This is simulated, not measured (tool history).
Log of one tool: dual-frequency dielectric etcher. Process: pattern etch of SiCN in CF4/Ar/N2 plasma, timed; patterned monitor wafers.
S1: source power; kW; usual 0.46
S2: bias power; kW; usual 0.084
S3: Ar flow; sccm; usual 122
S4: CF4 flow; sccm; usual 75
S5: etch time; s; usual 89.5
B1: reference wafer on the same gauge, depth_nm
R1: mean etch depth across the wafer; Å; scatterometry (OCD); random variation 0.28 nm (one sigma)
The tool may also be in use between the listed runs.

run 1 hour=0 | S1=0.46 S2=0.084 S3=122 S4=75 S5=89.5 | B1=83.3 | R1=745
run 2 hour=0.3 | S1=0.46 S2=0.084 S3=146 S4=75 S5=89.5 | B1=83.3 | R1=722
run 3 hour=4 | S1=0.46 S2=0.084 S3=146 S4=75 S5=89.5 | B1=83.4 | R1=728
run 4 hour=12.4 | S1=0.46 S2=0.084 S3=122 S4=75 S5=89.5 | B1=83.3 | R1=752
run 5 hour=25.3 | S1=0.36 S2=0.084 S3=136 S4=75 S5=89.5 | B1=83.2 | R1=562
-- hour=66.5 wet clean of the chamber
run 6 hour=67 | S1=0.46 S2=0.102 S3=122 S4=61 S5=89.5 | B1=83.2 | R1=672
run 7 hour=68.8 | S1=0.46 S2=0.084 S3=146 S4=75 S5=89.5 | B1=83.3 | R1=656
-- hour=82.1 gauge calibrated
run 8 hour=85 | S1=0.46 S2=0.084 S3=122 S4=57 S5=89.5 | B1=83.3 | R1=635
run 9 hour=95.3 | S1=0.35 S2=0.104 S3=147 S4=64 S5=89.5 | B1=83.3 | R1=497
-- hour=102.2 CF4 flow controller replaced
-- hour=104.4 Ar flow controller replaced
run 10 hour=120.5 | S1=0.46 S2=0.104 S3=122 S4=75 S5=89.5 | B1=83.3 | R1=705
-- hour=131.7 bias power generator calibrated
run 11 hour=137.3 | S1=0.46 S2=0.084 S3=141 S4=75 S5=89.5 | B1=83.3 | R1=660
run 12 hour=147.9 | S1=0.55 S2=0.066 S3=152 S4=68 S5=89.5 | B1=83.3 | R1=726
-- hour=182.1 wet clean of the chamber, repeated, since the last time left the tool worse
run 13 hour=182.6 | S1=0.46 S2=0.084 S3=122 S4=75 S5=89.5 | B1=83.3 | R1=724
run 14 hour=182.9 | S1=0.52 S2=0.075 S3=122 S4=81 S5=89.5 | B1=83.3 | R1=814
run 15 hour=183.8 | S1=0.46 S2=0.101 S3=143 S4=75 S5=89.5 | B1=83.3 | R1=731
run 16 hour=199.8 | S1=0.53 S2=0.084 S3=109 S4=75 S5=78 | B1=83.4 | R1=749
run 17 hour=215.2 | S1=0.42 S2=0.084 S3=142 S4=90 S5=108 | B1=83.3 | R1=794
run 18 hour=225.4 | S1=0.34 S2=0.07 S3=122 S4=75 S5=89.5 | B1=83.3 | R1=500
run 19 hour=238.1 | S1=0.46 S2=0.084 S3=122 S4=75 S5=89.5 | B1=83.3 | R1=726

Forecast run 20:
run 20 hour=252.4 | S1=0.41 S2=0.096 S3=122 S4=75 S5=89.5 | B1=? | R1=?

Run 20 gave B1 83.3, R1 664 Å.
Without the tool's hidden state the same run would have given R1 656 Å.

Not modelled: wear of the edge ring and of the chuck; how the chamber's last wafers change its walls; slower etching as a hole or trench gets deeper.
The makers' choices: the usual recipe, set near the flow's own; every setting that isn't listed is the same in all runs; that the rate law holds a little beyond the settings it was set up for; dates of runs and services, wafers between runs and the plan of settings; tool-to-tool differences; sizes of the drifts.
